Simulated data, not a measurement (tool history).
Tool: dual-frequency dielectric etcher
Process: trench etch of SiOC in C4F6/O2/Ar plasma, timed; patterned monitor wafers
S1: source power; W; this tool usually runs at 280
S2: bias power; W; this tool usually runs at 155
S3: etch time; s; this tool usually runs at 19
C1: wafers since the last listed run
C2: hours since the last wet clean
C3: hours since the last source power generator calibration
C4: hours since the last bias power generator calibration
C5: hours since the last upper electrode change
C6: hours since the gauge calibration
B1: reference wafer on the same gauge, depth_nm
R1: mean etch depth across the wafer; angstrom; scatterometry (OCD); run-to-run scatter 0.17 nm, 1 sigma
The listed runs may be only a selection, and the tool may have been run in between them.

run 1 hour=0 | S1=330 S2=139 S3=19 | C1=0 C2=326.5 C3=2534.1 C4=3854.5 C5=4.3 C6=380.8 | B1=33.89 | R1=365.9
run 2 hour=14.8 | S1=330 S2=139 S3=19 | C1=183 C2=341.3 C3=2548.9 C4=3869.3 C5=19.1 C6=395.6 | B1=34.01 | R1=367
run 3 hour=27.3 | S1=330 S2=139 S3=19 | C1=155 C2=353.8 C3=2561.4 C4=3881.8 C5=31.6 C6=408.1 | B1=33.93 | R1=367.7
run 4 hour=36.7 | S1=280 S2=155 S3=19 | C1=116 C2=363.2 C3=2570.8 C4=3891.2 C5=41 C6=417.5 | B1=33.83 | R1=343
-- hour=40.5 gauge calibrated
run 5 hour=43.6 | S1=280 S2=155 S3=19 | C1=85 C2=370.1 C3=2577.7 C4=3898.1 C5=47.9 C6=3.1 | B1=33.95 | R1=342.5
-- hour=47.8 bias power generator calibrated
run 6 hour=53.8 | S1=280 S2=155 S3=19 | C1=76 C2=380.3 C3=2587.9 C4=6 C5=58.1 C6=13.3 | B1=33.88 | R1=340.7
run 7 hour=61.5 | S1=280 S2=155 S3=21.5 | C1=95 C2=388 C3=2595.6 C4=13.7 C5=65.8 C6=21 | B1=33.93 | R1=389
run 8 hour=74.8 | S1=320 S2=185 S3=15 | C1=165 C2=401.3 C3=2608.9 C4=27 C5=79.1 C6=34.3 | B1=33.98 | R1=304.4
-- hour=83.2 source power generator calibrated
-- hour=114.4 wet clean of the chamber
run 9 hour=114.9 | S1=330 S2=123 S3=14.5 | C1=150 C2=0.5 C3=31.7 C4=67.1 C5=119.2 C6=74.4 | B1=33.84 | R1=267.3
run 10 hour=115.3 | S1=300 S2=172 S3=15 | C1=4 C2=0.9 C3=32.1 C4=67.5 C5=119.6 C6=74.8 | B1=33.87 | R1=278.2
run 11 hour=117.6 | S1=310 S2=132 S3=21 | C1=28 C2=3.2 C3=34.4 C4=69.8 C5=121.9 C6=77.1 | B1=33.9 | R1=379.1
run 12 hour=131.3 | S1=280 S2=155 S3=19 | C1=170 C2=16.9 C3=48.1 C4=83.5 C5=135.6 C6=90.8 | B1=33.9 | R1=332.3
run 13 hour=143.7 | S1=280 S2=171 S3=19 | C1=153 C2=29.3 C3=60.5 C4=95.9 C5=148 C6=103.2 | B1=33.91 | R1=340.8
run 14 hour=156.3 | S1=210 S2=128 S3=23.5 | C1=156 C2=41.9 C3=73.1 C4=108.5 C5=160.6 C6=115.8 | B1=33.89 | R1=332.8
run 15 hour=210.3 | S1=280 S2=155 S3=19 | C1=670 C2=95.9 C3=127.1 C4=162.5 C5=214.6 C6=169.8 | B1=33.9 | R1=336.5
run 16 hour=260.7 | S1=230 S2=120 S3=23.5 | C1=625 C2=146.3 C3=177.5 C4=212.9 C5=265 C6=220.2 | B1=33.99 | R1=354
run 17 hour=275.3 | S1=220 S2=187 S3=19 | C1=181 C2=160.9 C3=192.1 C4=227.5 C5=279.6 C6=234.8 | B1=34 | R1=303.6
run 18 hour=292.4 | S1=280 S2=155 S3=19 | C1=212 C2=178 C3=209.2 C4=244.6 C5=296.7 C6=251.9 | B1=33.91 | R1=341.1
run 19 hour=299.7 | S1=300 S2=191 S3=24.5 | C1=90 C2=185.3 C3=216.5 C4=251.9 C5=304 C6=259.2 | B1=33.95 | R1=476.6
run 20 hour=334.3 | S1=210 S2=125 S3=15 | C1=429 C2=219.9 C3=251.1 C4=286.5 C5=338.6 C6=293.8 | B1=33.91 | R1=214.4
run 21 hour=341.5 | S1=280 S2=168 S3=19 | C1=89 C2=227.1 C3=258.3 C4=293.7 C5=345.8 C6=301 | B1=33.95 | R1=345.3
run 22 hour=358.6 | S1=310 S2=174 S3=14 | C1=212 C2=244.2 C3=275.4 C4=310.8 C5=362.9 C6=318.1 | B1=33.88 | R1=273.6
run 23 hour=365.2 | S1=280 S2=155 S3=24 | C1=81 C2=250.8 C3=282 C4=317.4 C5=369.5 C6=324.7 | B1=33.95 | R1=431.7
run 24 hour=378.7 | S1=280 S2=171 S3=19 | C1=167 C2=264.3 C3=295.5 C4=330.9 C5=383 C6=338.2 | B1=34 | R1=345.7
run 25 hour=385.7 | S1=280 S2=155 S3=19 | C1=86 C2=271.3 C3=302.5 C4=337.9 C5=390 C6=345.2 | B1=33.81 | R1=341.9
run 26 hour=400.4 | S1=220 S2=155 S3=22.5 | C1=182 C2=286 C3=317.2 C4=352.6 C5=404.7 C6=359.9 | B1=33.93 | R1=351.1
run 27 hour=409.7 | S1=280 S2=155 S3=21 | C1=115 C2=295.3 C3=326.5 C4=361.9 C5=414 C6=369.2 | B1=33.9 | R1=380.7
run 28 hour=422.7 | S1=280 S2=155 S3=19 | C1=161 C2=308.3 C3=339.5 C4=374.9 C5=427 C6=382.2 | B1=33.83 | R1=343.5
run 29 hour=437.5 | S1=320 S2=155 S3=20.5 | C1=183 C2=323.1 C3=354.3 C4=389.7 C5=441.8 C6=397 | B1=33.77 | R1=398.5

Here are 5 independent what-if runs from the current tool condition. What would each one return?
run A hour=437.9 | S1=280 S2=155 S3=19 | C1=4 C2=323.5 C3=354.7 C4=390.1 C5=442.2 C6=397.4 | B1=? | R1=?
run B hour=437.9 | S1=280 S2=192 S3=19 | C1=4 C2=323.5 C3=354.7 C4=390.1 C5=442.2 C6=397.4 | B1=? | R1=?
run C hour=437.9 | S1=280 S2=127 S3=19 | C1=4 C2=323.5 C3=354.7 C4=390.1 C5=442.2 C6=397.4 | B1=? | R1=?
run D hour=437.9 | S1=320 S2=155 S3=24 | C1=4 C2=323.5 C3=354.7 C4=390.1 C5=442.2 C6=397.4 | B1=? | R1=?
run E hour=437.9 | S1=240 S2=129 S3=14 | C1=4 C2=323.5 C3=354.7 C4=390.1 C5=442.2 C6=397.4 | B1=? | R1=?

run=A B1=33.98 R1=343.9
run=B B1=33.98 R1=360
run=C B1=33.98 R1=330.9
run=D B1=33.98 R1=467.8
run=E B1=33.98 R1=223.1
Had the tool no hidden state, the same runs would have come out as:
run=A R1=331.2
run=B R1=346.7
run=C R1=318.7
run=D R1=450.5
run=E R1=214.9
